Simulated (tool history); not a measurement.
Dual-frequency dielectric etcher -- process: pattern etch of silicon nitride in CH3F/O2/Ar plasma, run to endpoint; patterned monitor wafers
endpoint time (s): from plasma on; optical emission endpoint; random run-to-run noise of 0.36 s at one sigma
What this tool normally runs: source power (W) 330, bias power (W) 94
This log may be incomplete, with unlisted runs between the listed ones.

| run | hour | source power (W) | bias power (W) | wafers since the last listed run | hours since the last wet clean | hours since the last source power generator calibration | hours since the last bias power generator calibration | hours since the last upper electrode change | incoming incoming film thickness, nm | endpoint time (s) |
|---|---|---|---|---|---|---|---|---|---|---|
| 1 | 0 | 330 | 94 | 0 | 362 | 3187.9 | 3454.3 | 5273.5 | 41.9 | 53.8 |
| 2 | 15.8 | 330 | 94 | 199 | 377.8 | 3203.7 | 3470.1 | 5289.3 | 41.87 | 54.3 |
| 3 | 25.2 | 330 | 94 | 118 | 387.2 | 3213.1 | 3479.5 | 5298.7 | 42.23 | 54.8 |
| 4 | 42.4 | 330 | 94 | 216 | 404.4 | 3230.3 | 3496.7 | 5315.9 | 41.76 | 53.9 |
| 5 | 49.1 | 370 | 106 | 84 | 411.1 | 3237 | 3503.4 | 5322.6 | 41.8 | 50.1 |
| 6 | 57.8 | 330 | 81 | 109 | 419.8 | 3245.7 | 3512.1 | 5331.3 | 42.22 | 57.9 |
| 7 | 64.9 | 370 | 94 | 89 | 426.9 | 3252.8 | 3519.2 | 5338.4 | 41.58 | 52.2 |
| 8 | 71.9 | 370 | 94 | 88 | 433.9 | 3259.8 | 3526.2 | 5345.4 | 41.84 | 52.4 |
| 9 | 86.7 | 370 | 94 | 186 | 448.7 | 3274.6 | 3541 | 5360.2 | 42.19 | 52.7 |
|  | 101.7 | bias power generator calibrated |
| 10 | 102.8 | 330 | 94 | 152 | 464.8 | 3290.7 | 1.1 | 5376.3 | 41.44 | 53.4 |
|  | 128.2 | upper electrode replaced |
| 11 | 128.7 | 330 | 94 | 23 | 490.7 | 3316.6 | 27 | 0.5 | 42.38 | 54.8 |
| 12 | 129 | 330 | 94 | 3 | 491 | 3316.9 | 27.3 | 0.8 | 41.82 | 53.6 |
| 13 | 131.9 | 380 | 94 | 36 | 493.9 | 3319.8 | 30.2 | 3.7 | 41.65 | 52.1 |
| 14 | 147.9 | 330 | 94 | 201 | 509.9 | 3335.8 | 46.2 | 19.7 | 42.21 | 54.4 |
| 15 | 155.6 | 360 | 73 | 97 | 517.6 | 3343.5 | 53.9 | 27.4 | 41.62 | 57.6 |
|  | 176.3 | source power generator calibrated |
|  | 187.2 | wet clean of the chamber |
| 16 | 187.7 | 360 | 81 | 216 | 0.5 | 11.4 | 86 | 59.5 | 41.48 | 58.1 |
| 17 | 188 | 300 | 94 | 3 | 0.8 | 11.7 | 86.3 | 59.8 | 42.2 | 58.4 |
| 18 | 194.5 | 330 | 94 | 81 | 7.3 | 18.2 | 92.8 | 66.3 | 41.84 | 56.3 |
| 19 | 236.1 | 390 | 106 | 524 | 48.9 | 59.8 | 134.4 | 107.9 | 42 | 51.1 |
| 20 | 242.4 | 400 | 112 | 79 | 55.2 | 66.1 | 140.7 | 114.2 | 42.07 | 49.6 |
| 21 | 258.6 | 330 | 94 | 204 | 71.4 | 82.3 | 156.9 | 130.4 | 41.81 | 55.5 |
| 22 | 265.3 | 400 | 100 | 84 | 78.1 | 89 | 163.6 | 137.1 | 42 | 51.6 |
| 23 | 279.9 | 290 | 76 | 184 | 92.7 | 103.6 | 178.2 | 151.7 | 42.5 | 64 |
| 24 | 289.1 | 330 | 94 | 115 | 101.9 | 112.8 | 187.4 | 160.9 | 42.12 | 56.2 |
| 25 | 298 | 360 | 82 | 112 | 110.8 | 121.7 | 196.3 | 169.8 | 41.63 | 57.7 |
| 26 | 306.4 | 250 | 117 | 105 | 119.2 | 130.1 | 204.7 | 178.2 | 41.89 | 55 |

What will run 27 give?
| 27 | 319.4 | 330 | 76 | 163 | 132.2 | 143.1 | 217.7 | 191.2 | 41.88 | ? |

Run 27 produced endpoint time (s) 60.6.
With no hidden state in the tool, this same run would have given endpoint time (s) 61.5.
